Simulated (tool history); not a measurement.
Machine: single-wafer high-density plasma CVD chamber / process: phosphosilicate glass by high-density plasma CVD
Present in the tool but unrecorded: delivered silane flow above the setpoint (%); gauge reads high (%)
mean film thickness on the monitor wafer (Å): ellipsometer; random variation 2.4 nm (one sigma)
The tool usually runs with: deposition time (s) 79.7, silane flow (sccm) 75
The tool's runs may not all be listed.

run	hour	deposition time (s)	silane flow (sccm)	wafers since the last listed run	hours since the silane flow controller was replaced	hours since the gauge calibration	read-back reference wafer on the same gauge, thickness_nm	mean film thickness on the monitor wafer (Å)
1	0	79.7	75	0	4264.7	278	603.46	5676.17
2	36.8	79.7	75	319	4301.5	314.8	603.423	5617.99
3	71.4	79.7	75	300	4336.1	349.4	603.936	5659.33
4	109.8	79.7	75	333	4374.5	387.8	603.62	5636.1
5	176.3	79.7	75	576	4441	454.3	604.818	5597.22
6	222.1	74.5	82	397	4486.8	500.1	604.119	5682.13
7	267.2	70.4	75	391	4531.9	545.2	603.821	4979.88
8	306.1	70.4	75	337	4570.8	584.1	604.023	4988.29
9	369.3	70.4	75	548	4634	647.3	603.955	4996.71
10	428.7	79.7	68	515	4693.4	706.7	603.795	5190.97
11	488.4	79.7	68	517	4753.1	766.4	603.865	5201.5
12	525.9	79.7	75	325	4790.6	803.9	604.582	5636.86
13	590.4	79.7	75	559	4855.1	868.4	603.67	5635.38
14	623	67	67	282	4887.7	901	603.847	4277.73
15	656.5	67	67	290	4921.2	934.5	604.224	4306.28
16	716.1	74.8	75	516	4980.8	994.1	603.628	5318.8
17	745.9	79.7	75	258	5010.6	1023.9	604.403	5670.94
# hour 754.5: silane flow controller replaced
18	798.5	69.3	75	386	44	1076.5	602.963	4753.68
19	840.1	69.3	75	360	85.6	1118.1	603.773	4774.88
20	881.7	85.1	86	360	127.2	1159.7	604.245	6558.31
21	924.4	79.7	75	370	169.9	1202.4	603.503	5469.78
22	986.6	92.1	88	539	232.1	1264.6	603.882	7259.84
23	1014.3	86.6	75	240	259.8	1292.3	603.654	5954.83
24	1046.7	79.7	75	280	292.2	1324.7	604.287	5487.85
25	1097.8	73.8	75	443	343.3	1375.8	605.295	5037.59
# hour 1116.8: silane flow controller replaced, repeated, since the last time left the tool worse
26	1161.9	66.6	89	486	45.1	1439.9	603.561	5607.42
27	1221.8	63.9	83	519	105	1499.8	604.239	5089.17
28	1275.3	71	64	463	158.5	1553.3	603.575	4493.97
# hour 1326.7: gauge calibrated
29	1329.1	83.8	75	466	212.3	2.4	604.454	6076.57
30	1356.2	83.7	68	235	239.4	29.5	603.982	5615.38
31	1408.7	92.6	79	455	291.9	82	604.186	7007.61
32	1479.2	63.8	90	611	362.4	152.5	604.236	5360.82
33	1516.1	79.7	75	320	399.3	189.4	604.541	5768.43
34	1574	79.7	75	502	457.2	247.3	603.678	5730.51
35	1616.5	91.4	75	368	499.7	289.8	603.864	6600.56
36	1677.9	71.8	81	532	561.1	351.2	604.533	5569.26
37	1726	79.7	66	417	609.2	399.3	603.472	5143.17
38	1760.5	79.7	75	299	643.7	433.8	604.468	5742.01
39	1806.3	79.7	75	397	689.5	479.6	602.937	5749.78

Pick out some run-to-run changes in mean film thickness on the monitor wafer (Å). Of each, how much would a tool without hidden state show as well, from the settings, what came in and chance, and how much is left for the hidden state and any gauge scatter not in both results compared?
Run 19 -> 20: deposition time (s) 69.3 -> 85.1, silane flow (sccm) 75 -> 86. mean film thickness on the monitor wafer (Å) +1783.43: hidden state -121.33, all else +1904.76.
Run 21 -> 22: deposition time (s) 79.7 -> 92.1, silane flow (sccm) 75 -> 88. mean film thickness on the monitor wafer (Å) +1790.06: hidden state -128.38, all else +1918.44.
Run 25 -> 26: deposition time (s) 73.8 -> 66.6, silane flow (sccm) 75 -> 89, silane flow controller replaced, repeated, since the last time left the tool worse. mean film thickness on the monitor wafer (Å) +569.83: hidden state +321.48, all else +248.35.
Run 31 -> 32: deposition time (s) 92.6 -> 63.8, silane flow (sccm) 79 -> 90. mean film thickness on the monitor wafer (Å) -1646.79: hidden state +10.32, all else -1657.11.

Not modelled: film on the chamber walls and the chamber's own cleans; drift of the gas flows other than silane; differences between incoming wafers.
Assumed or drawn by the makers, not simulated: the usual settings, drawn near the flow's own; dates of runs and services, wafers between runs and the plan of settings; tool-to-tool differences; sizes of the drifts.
